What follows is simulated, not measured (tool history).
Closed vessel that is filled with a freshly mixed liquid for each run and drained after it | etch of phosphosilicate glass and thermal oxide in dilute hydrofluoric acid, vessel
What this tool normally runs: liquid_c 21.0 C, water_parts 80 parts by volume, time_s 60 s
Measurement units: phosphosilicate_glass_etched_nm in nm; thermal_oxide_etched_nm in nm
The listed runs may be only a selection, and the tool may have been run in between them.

| run | day | liquid_c | water_parts | time_s | read-back film thickness of the phosphosilicate glass reference wafer, read on the same gauge (nm) | read-back film thickness of the thermal oxide reference wafer, read on the same gauge (nm) | phosphosilicate_glass_etched_nm | thermal_oxide_etched_nm |
|---|---|---|---|---|---|---|---|---|
| 1 | 0.000 | 21.0 | 80 | 60 | 90.07 | 150.108 | 56.78 | 3.324 |
| 2 | 3.225 | 21.0 | 80 | 60 | 90.19 | 150.346 | 56.68 | 3.295 |
| 3 | 11.679 | 21.0 | 80 | 60 | 90.82 | 151.339 | 57.29 | 3.360 |
| 4 | 13.654 | 21.0 | 80 | 60 | 91.02 | 151.650 | 56.82 | 3.321 |
| 5 | 16.125 | 21.0 | 80 | 60 | 91.28 | 152.124 | 57.14 | 3.325 |
|  | 16.904 | thermometer replaced |
| 6 | 17.808 | 21.0 | 80 | 70 | 91.48 | 152.503 | 67.20 | 3.868 |
| 7 | 21.258 | 21.0 | 80 | 70 | 91.98 | 153.302 | 67.50 | 3.946 |
| 8 | 23.171 | 17.5 | 65 | 45 | 92.26 | 153.766 | 47.70 | 2.636 |
| 9 | 25.908 | 21.0 | 115 | 60 | 92.70 | 154.533 | 39.14 | 2.269 |
|  | 26.496 | gauge calibrated |
|  | 27.900 | hydrofluoric acid flow meter replaced |
| 10 | 29.842 | 21.0 | 40 | 60 | 90.16 | 150.271 | 119.61 | 6.854 |
| 11 | 32.675 | 17.5 | 65 | 45 | 90.24 | 150.400 | 45.79 | 2.661 |
| 12 | 36.850 | 23.5 | 65 | 60 | 90.44 | 150.745 | 79.17 | 4.589 |
| 13 | 41.346 | 21.0 | 80 | 30 | 90.78 | 151.289 | 28.52 | 1.653 |
| 14 | 44.983 | 21.0 | 80 | 60 | 91.09 | 151.804 | 57.61 | 3.238 |

Measured minus without-hidden-state, run by run (identical run-to-run variation in each term; gauge scatter may differ):
What the log doesn't record here: liquid colder than its thermometer reads (K); hydrofluoric acid flow below the setpoint (%); gauge reads high (%).
| run | phosphosilicate_glass_etched_nm | thermal_oxide_etched_nm |
|---|---|---|
| 1 | +0.04 | +0.003 |
| 2 | +0.12 | +0.008 |
| 3 | +0.51 | +0.029 |
| 4 | +0.62 | +0.037 |
| 5 | +0.80 | +0.047 |
| 6 | +1.10 | +0.063 |
| 7 | +1.44 | +0.084 |
| 8 | +1.16 | +0.064 |
| 9 | +1.14 | +0.066 |
| 10 | +0.24 | +0.013 |
| 11 | +0.12 | +0.008 |
| 12 | +0.39 | +0.022 |
| 13 | +0.23 | +0.014 |
| 14 | +0.69 | +0.038 |
